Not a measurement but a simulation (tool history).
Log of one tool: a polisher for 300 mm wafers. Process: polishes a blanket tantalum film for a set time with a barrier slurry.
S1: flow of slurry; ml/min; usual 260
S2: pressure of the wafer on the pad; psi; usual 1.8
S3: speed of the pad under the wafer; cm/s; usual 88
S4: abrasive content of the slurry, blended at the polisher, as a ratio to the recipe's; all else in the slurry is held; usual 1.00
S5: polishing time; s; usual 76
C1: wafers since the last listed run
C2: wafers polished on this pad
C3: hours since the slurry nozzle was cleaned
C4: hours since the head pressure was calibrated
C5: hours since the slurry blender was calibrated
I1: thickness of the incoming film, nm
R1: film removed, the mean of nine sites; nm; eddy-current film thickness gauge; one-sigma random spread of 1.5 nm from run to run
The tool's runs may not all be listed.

| run | hour | S1 | S2 | S3 | S4 | S5 | C1 | C2 | C3 | C4 | C5 | I1 | R1 |
|---|---|---|---|---|---|---|---|---|---|---|---|---|---|
| 1 | 0.0 | 260 | 2.1 | 68 | 1.00 | 76 | 0 | 623 | 48.2 | 821.3 | 48.9 | 278.0 | 86.9 |
| 2 | 64.0 | 260 | 2.1 | 68 | 1.00 | 76 | 514 | 1137 | 112.2 | 885.3 | 112.9 | 277.0 | 80.2 |
| 3 | 157.2 | 260 | 2.1 | 68 | 1.00 | 76 | 749 | 1887 | 205.4 | 978.5 | 206.1 | 277.4 | 74.3 |
|  | 159.2 | head pressure recalibrated |
| 4 | 191.4 | 260 | 1.8 | 88 | 1.20 | 76 | 258 | 2146 | 239.6 | 32.2 | 240.3 | 284.0 | 88.9 |
|  | 196.2 | worn pad replaced by a new one |
| 5 | 216.3 | 260 | 1.8 | 88 | 1.20 | 76 | 168 | 161 | 264.5 | 57.1 | 265.2 | 280.5 | 100.7 |
|  | 235.7 | slurry blender recalibrated |
| 6 | 243.6 | 260 | 1.5 | 88 | 1.00 | 68 | 203 | 364 | 291.8 | 84.4 | 7.9 | 279.9 | 82.6 |
| 7 | 270.4 | 260 | 1.3 | 88 | 0.90 | 83 | 215 | 580 | 318.6 | 111.2 | 34.7 | 279.7 | 81.9 |
| 8 | 293.1 | 260 | 1.8 | 74 | 1.00 | 76 | 182 | 762 | 341.3 | 133.9 | 57.4 | 278.0 | 83.6 |
| 9 | 327.1 | 260 | 2.0 | 88 | 1.00 | 76 | 273 | 1035 | 375.3 | 167.9 | 91.4 | 284.4 | 104.3 |
| 10 | 357.9 | 260 | 1.8 | 88 | 0.85 | 76 | 247 | 1283 | 406.1 | 198.7 | 122.2 | 281.6 | 86.4 |
| 11 | 389.3 | 260 | 1.8 | 88 | 0.90 | 76 | 252 | 1535 | 437.5 | 230.1 | 153.6 | 275.8 | 86.7 |
| 12 | 421.5 | 260 | 2.1 | 68 | 1.00 | 76 | 258 | 1794 | 469.7 | 262.3 | 185.8 | 281.6 | 82.9 |
| 13 | 440.3 | 200 | 1.8 | 88 | 1.00 | 76 | 151 | 1945 | 488.5 | 281.1 | 204.6 | 277.8 | 87.4 |
| 14 | 467.9 | 260 | 1.8 | 88 | 1.00 | 76 | 221 | 2167 | 516.1 | 308.7 | 232.2 | 281.0 | 92.1 |
|  | 484.8 | worn pad replaced by a new one |
| 15 | 488.9 | 260 | 1.8 | 88 | 1.00 | 100 | 136 | 32 | 537.1 | 329.7 | 253.2 | 280.7 | 132.6 |
|  | 518.1 | slurry blender recalibrated |
| 16 | 522.9 | 260 | 1.8 | 88 | 0.85 | 76 | 257 | 290 | 571.1 | 363.7 | 4.8 | 277.5 | 102.2 |
| 17 | 555.9 | 335 | 1.6 | 106 | 1.00 | 59 | 265 | 555 | 604.1 | 396.7 | 37.8 | 279.7 | 87.3 |
| 18 | 570.5 | 260 | 1.8 | 88 | 1.00 | 53 | 117 | 672 | 618.7 | 411.3 | 52.4 | 277.8 | 68.8 |
| 19 | 601.4 | 260 | 2.4 | 88 | 1.00 | 67 | 248 | 921 | 649.6 | 442.2 | 83.3 | 282.1 | 111.4 |
|  | 631.9 | slurry nozzle cleaned |
| 20 | 633.2 | 260 | 1.8 | 88 | 1.00 | 76 | 247 | 1168 | 1.3 | 474.0 | 115.1 | 276.9 | 91.6 |
| 21 | 649.1 | 260 | 1.8 | 88 | 1.00 | 76 | 127 | 1296 | 17.2 | 489.9 | 131.0 | 275.8 | 91.3 |
| 22 | 665.5 | 260 | 1.8 | 66 | 1.00 | 76 | 131 | 1428 | 33.6 | 506.3 | 147.4 | 276.1 | 67.6 |
| 23 | 699.5 | 260 | 1.6 | 108 | 0.90 | 76 | 273 | 1701 | 67.6 | 540.3 | 181.4 | 284.6 | 93.3 |
| 24 | 732.9 | 175 | 1.2 | 88 | 1.25 | 58 | 268 | 1970 | 101.0 | 573.7 | 214.8 | 283.7 | 46.7 |
|  | 740.8 | worn pad replaced by a new one |
| 25 | 768.0 | 260 | 1.8 | 88 | 1.00 | 76 | 250 | 218 | 136.1 | 608.8 | 249.9 | 280.4 | 97.9 |
| 26 | 784.2 | 260 | 2.3 | 68 | 1.20 | 99 | 130 | 348 | 152.3 | 625.0 | 266.1 | 277.0 | 131.4 |
| 27 | 814.7 | 260 | 1.8 | 88 | 1.00 | 76 | 245 | 594 | 182.8 | 655.5 | 296.6 | 277.4 | 93.5 |
|  | 829.4 | slurry blender recalibrated |
| 28 | 837.5 | 260 | 1.5 | 88 | 0.85 | 76 | 167 | 761 | 205.6 | 678.3 | 8.1 | 273.6 | 84.2 |
|  | 895.5 | head pressure recalibrated |
| 29 | 911.0 | 260 | 1.8 | 64 | 1.00 | 99 | 574 | 1336 | 279.1 | 15.5 | 81.6 | 279.6 | 91.2 |

Predict each of these 5 candidate next runs independently; none follows another, all start after run 29:
| A | 911.4 | 260 | 1.8 | 88 | 1.00 | 76 | 3 | 1339 | 279.5 | 15.9 | 82.0 | 286.0 | ? |
| B | 911.4 | 260 | 1.6 | 78 | 0.75 | 92 | 3 | 1339 | 279.5 | 15.9 | 82.0 | 286.0 | ? |
| C | 911.4 | 300 | 1.8 | 88 | 1.00 | 76 | 3 | 1339 | 279.5 | 15.9 | 82.0 | 286.0 | ? |
| D | 911.4 | 260 | 1.8 | 88 | 1.25 | 76 | 3 | 1339 | 279.5 | 15.9 | 82.0 | 286.0 | ? |
| E | 911.4 | 350 | 1.8 | 88 | 1.25 | 76 | 3 | 1339 | 279.5 | 15.9 | 82.0 | 286.0 | ? |

| run | R1 |
|---|---|
| A | 94.6 |
| B | 82.2 |
| C | 96.0 |
| D | 101.2 |
| E | 104.1 |
With the hidden condition removed and each run's random variation left untouched, the same runs would have given:
| run | R1 |
|---|---|
| A | 115.3 |
| B | 101.9 |
| C | 117.0 |
| D | 122.0 |
| E | 125.4 |
